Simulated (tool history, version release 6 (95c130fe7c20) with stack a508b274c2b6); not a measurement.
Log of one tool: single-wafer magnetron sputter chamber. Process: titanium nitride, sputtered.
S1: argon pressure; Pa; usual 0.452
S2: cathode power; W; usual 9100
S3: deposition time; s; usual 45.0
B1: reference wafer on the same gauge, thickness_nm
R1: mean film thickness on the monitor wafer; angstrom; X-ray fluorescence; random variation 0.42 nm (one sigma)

run 1 hour=0.0 | S1=0.413 S2=9100 S3=45.0 | B1=90.083 | R1=763.71
run 2 hour=38.6 | S1=0.452 S2=7650 S3=42.6 | B1=90.067 | R1=596.39
run 3 hour=83.1 | S1=0.452 S2=7650 S3=42.6 | B1=90.163 | R1=597.39
run 4 hour=146.8 | S1=0.452 S2=9100 S3=45.0 | B1=90.074 | R1=740.58
run 5 hour=192.2 | S1=0.452 S2=9100 S3=45.0 | B1=89.969 | R1=747.26
run 6 hour=257.9 | S1=0.452 S2=9100 S3=45.0 | B1=90.108 | R1=739.03
run 7 hour=282.7 | S1=0.452 S2=9100 S3=45.0 | B1=90.116 | R1=739.91
-- hour=319.4 sputter target and shields replaced
run 8 hour=328.7 | S1=0.452 S2=9100 S3=45.0 | B1=90.018 | R1=770.22
-- hour=393.5 capacitance manometer re-zeroed and calibrated
run 9 hour=396.0 | S1=0.452 S2=10400 S3=45.0 | B1=90.171 | R1=875.67
-- hour=412.8 magnet pack replaced
-- hour=420.6 gauge calibrated
run 10 hour=441.4 | S1=0.452 S2=10400 S3=45.0 | B1=90.141 | R1=869.23
run 11 hour=498.6 | S1=0.311 S2=10600 S3=45.0 | B1=89.982 | R1=927.84
run 12 hour=542.7 | S1=0.452 S2=9100 S3=45.0 | B1=90.023 | R1=756.97
run 13 hour=578.0 | S1=0.413 S2=9100 S3=45.0 | B1=89.988 | R1=761.31
run 14 hour=611.4 | S1=0.630 S2=9700 S3=45.0 | B1=90.053 | R1=753.24
run 15 hour=671.9 | S1=0.452 S2=7550 S3=53.3 | B1=90.179 | R1=733.28
run 16 hour=825.2 | S1=0.452 S2=8400 S3=45.0 | B1=90.121 | R1=681.07
run 17 hour=880.5 | S1=0.610 S2=7350 S3=45.0 | B1=90.022 | R1=558.23
-- hour=901.8 sputter target and shields replaced
run 18 hour=908.2 | S1=0.452 S2=9100 S3=45.0 | B1=90.147 | R1=757.00
run 19 hour=971.2 | S1=0.308 S2=7000 S3=40.5 | B1=90.112 | R1=556.81
run 20 hour=1033.7 | S1=0.294 S2=9900 S3=45.0 | B1=90.109 | R1=866.39
run 21 hour=1082.0 | S1=0.592 S2=9750 S3=45.0 | B1=90.185 | R1=773.08
run 22 hour=1109.5 | S1=0.405 S2=10500 S3=49.2 | B1=90.097 | R1=972.02
run 23 hour=1149.2 | S1=0.452 S2=9100 S3=45.0 | B1=90.085 | R1=748.09
run 24 hour=1312.2 | S1=0.452 S2=9100 S3=45.0 | B1=90.146 | R1=744.26
run 25 hour=1383.2 | S1=0.290 S2=9100 S3=45.0 | B1=90.157 | R1=786.18
run 26 hour=1444.9 | S1=0.452 S2=7150 S3=45.0 | B1=90.083 | R1=581.52
-- hour=1459.3 sputter target and shields replaced
run 27 hour=1468.9 | S1=0.341 S2=10100 S3=45.0 | B1=89.997 | R1=890.12
run 28 hour=1660.1 | S1=0.452 S2=7700 S3=45.0 | B1=90.108 | R1=636.34
run 29 hour=1689.4 | S1=0.298 S2=7550 S3=49.2 | B1=90.221 | R1=726.30
run 30 hour=1756.4 | S1=0.452 S2=8350 S3=45.0 | B1=89.986 | R1=686.06
run 31 hour=1788.8 | S1=0.452 S2=9100 S3=42.4 | B1=90.102 | R1=708.39
run 32 hour=1856.1 | S1=0.452 S2=7650 S3=42.6 | B1=90.154 | R1=592.09
run 33 hour=1890.4 | S1=0.452 S2=9100 S3=45.0 | B1=90.095 | R1=738.27
run 34 hour=1930.9 | S1=0.613 S2=7750 S3=40.4 | B1=90.166 | R1=531.65

The same runs without the tool's hidden state, with the same run-to-run variation:
The hidden state here: deposition rate above that of a new target (%); true argon pressure above the setpoint (%); gauge reads high (%).
run=1 R1=780.46
run=2 R1=611.16
run=3 R1=614.15
run=4 R1=764.86
run=5 R1=774.30
run=6 R1=769.43
run=7 R1=771.74
run=8 R1=772.88
run=9 R1=882.87
run=10 R1=879.20
run=11 R1=942.30
run=12 R1=771.18
run=13 R1=777.57
run=14 R1=771.17
run=15 R1=753.99
run=16 R1=708.12
run=17 R1=582.75
run=18 R1=760.58
run=19 R1=561.93
run=20 R1=878.24
run=21 R1=786.34
run=22 R1=990.65
run=23 R1=764.59
run=24 R1=769.65
run=25 R1=817.20
run=26 R1=607.19
run=27 R1=895.80
run=28 R1=649.14
run=29 R1=742.46
run=30 R1=704.71
run=31 R1=729.35
run=32 R1=612.58
run=33 R1=765.72
run=34 R1=553.04
